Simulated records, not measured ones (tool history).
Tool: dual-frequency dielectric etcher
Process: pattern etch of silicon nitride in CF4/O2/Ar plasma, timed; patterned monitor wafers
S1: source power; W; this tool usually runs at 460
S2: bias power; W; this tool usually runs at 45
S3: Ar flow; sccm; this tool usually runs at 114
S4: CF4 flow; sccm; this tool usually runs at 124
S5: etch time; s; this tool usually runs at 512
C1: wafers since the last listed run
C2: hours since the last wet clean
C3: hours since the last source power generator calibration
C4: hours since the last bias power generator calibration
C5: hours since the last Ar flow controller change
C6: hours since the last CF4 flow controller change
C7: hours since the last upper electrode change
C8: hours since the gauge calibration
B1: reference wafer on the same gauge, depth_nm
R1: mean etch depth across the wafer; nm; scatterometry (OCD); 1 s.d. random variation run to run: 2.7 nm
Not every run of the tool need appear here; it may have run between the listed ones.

run    day   S1  S2   S3   S4   S5  C1     C2      C3      C4      C5      C6      C7     C8     B1     R1
  1      0  460  45  114  124  512   0  386.8  1582.7  1646.1  3862.4  1596.4    3597  104.5  928.2  813.1
  2  0.421  460  45  114  124  512  30  396.9  1592.8  1656.2  3872.5  1606.5  3607.1  114.6  927.7    816
  3  0.671  460  45  114  124  512  18  402.9  1598.8  1662.2  3878.5  1612.5  3613.1  120.6  929.3  814.7
      1.95  -- source power generator calibrated
     2.054  -- upper electrode replaced, of another model than before
      2.15  -- gauge calibrated
     2.192  -- bias power generator calibrated
     2.604  -- CF4 flow controller replaced
     2.888  -- Ar flow controller replaced
     3.092  -- wet clean of the chamber
  4  3.112  460  45  127  124  512  95    0.5    27.9    22.1     5.4    12.2    25.4   23.1  927.8  839.4
  5  3.133  460  45  114  124  512   1      1    28.4    22.6     5.9    12.7    25.9   23.6  927.6  852.5
  6  3.154  460  45  114  124  512   1    1.5    28.9    23.1     6.4    13.2    26.4   24.1  928.1  844.4
  7  3.171  460  45  114  124  512   1    1.9    29.3    23.5     6.8    13.6    26.8   24.5  927.3  848.7
  8  3.192  460  51  126  124  512   1    2.4    29.8      24     7.3    14.1    27.3     25    928  855.2

For run 9, what comes out?
  9  3.738  380  45  114  145  512  39  15.5  42.9  37.1  20.4  27.2  40.4  38.1   ?   ?

B1: 927.9
R1: 792 nm
With the hidden condition absent and the run-to-run variation left alone, this run would have shown R1 792.4 nm.
